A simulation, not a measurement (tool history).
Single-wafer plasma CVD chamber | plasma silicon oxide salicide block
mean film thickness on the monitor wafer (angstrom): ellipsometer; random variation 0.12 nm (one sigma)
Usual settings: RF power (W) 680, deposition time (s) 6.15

run     day  RF power (W)  deposition time (s)  read-back reference wafer on the same gauge, thickness_nm  mean film thickness on the monitor wafer (angstrom)
  1   0.000           680                 6.15                                                     76.401                                               677.94
  2   0.312           680                 6.15                                                     76.401                                               677.83
  3   0.721           680                 6.15                                                     76.365                                               674.15
  4   1.071           680                 6.15                                                     76.414                                               675.39
  5   1.504           680                 6.15                                                     76.359                                               673.84
  6   2.879           680                 6.15                                                     76.401                                               674.96
  7   3.375           680                 6.15                                                     76.392                                               674.55
  8   4.100           680                 6.15                                                     76.439                                               676.32
  9   4.625           680                 6.15                                                     76.399                                               670.51
 10   5.238           680                 5.60                                                     76.392                                               612.40
 11   5.712           680                 6.15                                                     76.354                                               672.40
 12   6.133           680                 6.15                                                     76.393                                               671.71
 13   6.817           680                 6.15                                                     76.391                                               672.38
 14   7.404           715                 6.15                                                     76.387                                               701.88
 15   8.033           715                 6.15                                                     76.406                                               702.42
 16   8.292           715                 6.15                                                     76.429                                               701.56
 17   8.600           680                 6.15                                                     76.431                                               689.55
 18   9.062           680                 6.15                                                     76.400                                               688.21
 19   9.388           680                 6.15                                                     76.407                                               687.55
 20   9.696           720                 5.25                                                     76.416                                               600.46
 21  10.225           630                 6.15                                                     76.389                                               668.08
 22  10.921           790                 5.02                                                     76.380                                               594.28
 23  11.283           780                 6.62                                                     76.396                                               779.12
 24  11.642           680                 6.15                                                     76.401                                               688.08
 25  12.062           680                 6.15                                                     76.350                                               688.73
 26  12.717           775                 6.15                                                     76.398                                               723.28
 27  12.979           680                 6.15                                                     76.408                                               689.75
 28  13.333           585                 6.74                                                     76.368                                               712.06
 29  13.962           680                 6.15                                                     76.397                                               686.88
 30  14.304           680                 5.76                                                     76.383                                               644.65
 31  14.704           640                 5.76                                                     76.404                                               630.50
 32  15.092           635                 6.15                                                     76.396                                               672.36
 33  15.654           680                 7.09                                                     76.377                                               793.03
 34  16.033           805                 5.79                                                     76.387                                               689.57

Not shown: 3 entries that the log had between the listed runs. Between which runs, and how does the tool's hidden state differ before and after?
Between runs 10 and 11: gauge calibrated (day 5.538)
  delivered RF power above the setpoint (%): -7.11 -> -7.23
  measured less the result without the state, mean film thickness on the monitor wafer (angstrom): -17.08 -> -19.09
Between runs 13 and 14: RF generator calibrated (day 7.238)
  delivered RF power above the setpoint (%): -7.52 -> -1.15
  measured less the result without the state, mean film thickness on the monitor wafer (angstrom): -19.90 -> -3.01
Between runs 24 and 25: showerhead replaced (day 12.042)
  no hidden state differs between the two runs
  measured less the result without the state, mean film thickness on the monitor wafer (angstrom): -3.07 -> -3.10

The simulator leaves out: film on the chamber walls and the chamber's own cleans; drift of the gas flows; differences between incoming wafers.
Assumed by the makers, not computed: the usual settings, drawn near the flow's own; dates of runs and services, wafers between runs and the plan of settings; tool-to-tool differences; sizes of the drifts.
